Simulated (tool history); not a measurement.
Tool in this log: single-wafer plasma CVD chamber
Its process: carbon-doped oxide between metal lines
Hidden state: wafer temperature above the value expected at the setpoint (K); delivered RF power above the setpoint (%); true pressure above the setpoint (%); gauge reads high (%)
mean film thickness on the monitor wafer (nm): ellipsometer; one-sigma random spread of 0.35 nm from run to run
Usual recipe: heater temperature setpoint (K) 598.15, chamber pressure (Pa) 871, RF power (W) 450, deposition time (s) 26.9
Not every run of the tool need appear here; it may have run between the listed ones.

| run | hour | heater temperature setpoint (K) | chamber pressure (Pa) | RF power (W) | deposition time (s) | wafers since the last listed run | hours since the last thermocouple change | hours since the last RF generator calibration | hours since the last manometer calibration | hours since the showerhead was replaced | hours since the gauge calibration | read-back reference wafer on the same gauge, thickness_nm | mean film thickness on the monitor wafer (nm) |
|---|---|---|---|---|---|---|---|---|---|---|---|---|---|
| 1 | 0.0 | 598.15 | 871 | 385 | 26.9 | 0 | 1396.4 | 73.5 | 1417.2 | 3846.7 | 2033.0 | 163.030 | 134.338 |
| 2 | 61.7 | 598.15 | 761 | 450 | 26.9 | 1909 | 1458.1 | 135.2 | 1478.9 | 3908.4 | 2094.7 | 163.024 | 141.363 |
| 3 | 123.8 | 598.15 | 871 | 450 | 26.9 | 1922 | 1520.2 | 197.3 | 1541.0 | 3970.5 | 2156.8 | 162.985 | 143.868 |
| 4 | 189.2 | 598.15 | 871 | 450 | 26.9 | 2024 | 1585.6 | 262.7 | 1606.4 | 4035.9 | 2222.2 | 163.016 | 144.473 |
|  | 233.8 | showerhead replaced |
| 5 | 254.9 | 598.15 | 871 | 450 | 30.7 | 1785 | 1651.3 | 328.4 | 1672.1 | 21.1 | 2287.9 | 163.054 | 164.161 |
| 6 | 326.3 | 598.15 | 871 | 450 | 30.7 | 2210 | 1722.7 | 399.8 | 1743.5 | 92.5 | 2359.3 | 163.015 | 164.227 |
|  | 358.7 | thermocouple changed; heater temperature recalibrated |
| 7 | 385.5 | 598.15 | 871 | 450 | 26.9 | 1584 | 26.8 | 459.0 | 1802.7 | 151.7 | 2418.5 | 162.966 | 141.371 |
| 8 | 409.7 | 598.15 | 871 | 450 | 26.9 | 749 | 51.0 | 483.2 | 1826.9 | 175.9 | 2442.7 | 162.987 | 141.758 |
| 9 | 467.1 | 590.15 | 948 | 415 | 32.1 | 1776 | 108.4 | 540.6 | 1884.3 | 233.3 | 2500.1 | 162.973 | 168.150 |
| 10 | 522.1 | 598.15 | 871 | 450 | 26.9 | 1702 | 163.4 | 595.6 | 1939.3 | 288.3 | 2555.1 | 162.979 | 142.253 |
| 11 | 547.7 | 587.15 | 784 | 370 | 31.0 | 792 | 189.0 | 621.2 | 1964.9 | 313.9 | 2580.7 | 163.014 | 153.247 |
|  | 586.8 | capacitance manometer re-zeroed and calibrated |
| 12 | 617.8 | 594.15 | 1020 | 450 | 24.8 | 1922 | 259.1 | 691.3 | 31.0 | 384.0 | 2650.8 | 162.931 | 135.126 |
| 13 | 652.3 | 586.15 | 871 | 450 | 26.9 | 1067 | 293.6 | 725.8 | 65.5 | 418.5 | 2685.3 | 163.028 | 148.679 |
| 14 | 692.3 | 598.15 | 871 | 450 | 29.8 | 1238 | 333.6 | 765.8 | 105.5 | 458.5 | 2725.3 | 162.992 | 157.361 |
| 15 | 722.4 | 598.15 | 871 | 450 | 26.9 | 931 | 363.7 | 795.9 | 135.6 | 488.6 | 2755.4 | 163.037 | 142.288 |
|  | 747.8 | gauge calibrated |
| 16 | 766.2 | 594.15 | 711 | 450 | 26.9 | 1355 | 407.5 | 839.7 | 179.4 | 532.4 | 18.4 | 162.975 | 139.930 |
| 17 | 812.7 | 594.15 | 752 | 395 | 28.3 | 1439 | 454.0 | 886.2 | 225.9 | 578.9 | 64.9 | 163.045 | 139.961 |
| 18 | 875.5 | 598.15 | 871 | 450 | 26.9 | 1943 | 516.8 | 949.0 | 288.7 | 641.7 | 127.7 | 162.908 | 142.626 |
| 19 | 922.4 | 598.15 | 871 | 450 | 26.9 | 1451 | 563.7 | 995.9 | 335.6 | 688.6 | 174.6 | 163.016 | 142.643 |
| 20 | 984.4 | 609.15 | 1011 | 530 | 26.9 | 1919 | 625.7 | 1057.9 | 397.6 | 750.6 | 236.6 | 163.031 | 150.274 |
| 21 | 1016.1 | 613.15 | 871 | 450 | 30.0 | 981 | 657.4 | 1089.6 | 429.3 | 782.3 | 268.3 | 162.973 | 152.083 |
| 22 | 1044.7 | 598.15 | 871 | 450 | 24.1 | 885 | 686.0 | 1118.2 | 457.9 | 810.9 | 296.9 | 162.992 | 128.446 |
| 23 | 1075.7 | 587.15 | 871 | 450 | 26.9 | 959 | 717.0 | 1149.2 | 488.9 | 841.9 | 327.9 | 162.974 | 149.061 |
| 24 | 1107.4 | 598.15 | 871 | 450 | 26.9 | 981 | 748.7 | 1180.9 | 520.6 | 873.6 | 359.6 | 162.892 | 143.495 |
| 25 | 1280.6 | 598.15 | 871 | 360 | 22.6 | 5361 | 921.9 | 1354.1 | 693.8 | 1046.8 | 532.8 | 163.024 | 108.238 |
| 26 | 1335.7 | 598.15 | 871 | 520 | 26.9 | 1705 | 977.0 | 1409.2 | 748.9 | 1101.9 | 587.9 | 163.037 | 153.901 |
| 27 | 1400.2 | 598.15 | 871 | 450 | 26.9 | 1996 | 1041.5 | 1473.7 | 813.4 | 1166.4 | 652.4 | 163.004 | 143.487 |

Predict each of these 5 candidate next runs independently; none follows another, all start after run 27:
| A | 1400.6 | 598.15 | 871 | 450 | 26.9 | 12 | 1041.9 | 1474.1 | 813.8 | 1166.8 | 652.8 | ? | ? |
| B | 1400.6 | 588.15 | 871 | 450 | 26.9 | 12 | 1041.9 | 1474.1 | 813.8 | 1166.8 | 652.8 | ? | ? |
| C | 1400.6 | 598.15 | 740 | 450 | 26.9 | 12 | 1041.9 | 1474.1 | 813.8 | 1166.8 | 652.8 | ? | ? |
| D | 1400.6 | 598.15 | 973 | 485 | 25.5 | 12 | 1041.9 | 1474.1 | 813.8 | 1166.8 | 652.8 | ? | ? |
| E | 1400.6 | 598.15 | 871 | 500 | 21.7 | 12 | 1041.9 | 1474.1 | 813.8 | 1166.8 | 652.8 | ? | ? |

| run | read-back reference wafer on the same gauge, thickness_nm | mean film thickness on the monitor wafer (nm) |
|---|---|---|
| A | 162.978 | 144.072 |
| B | 162.978 | 149.419 |
| C | 162.978 | 140.579 |
| D | 162.978 | 142.598 |
| E | 162.978 | 122.178 |
Without the tool's unlogged condition, the same runs would have read:
| run | mean film thickness on the monitor wafer (nm) |
|---|---|
| A | 141.519 |
| B | 146.431 |
| C | 138.088 |
| D | 140.071 |
| E | 120.013 |
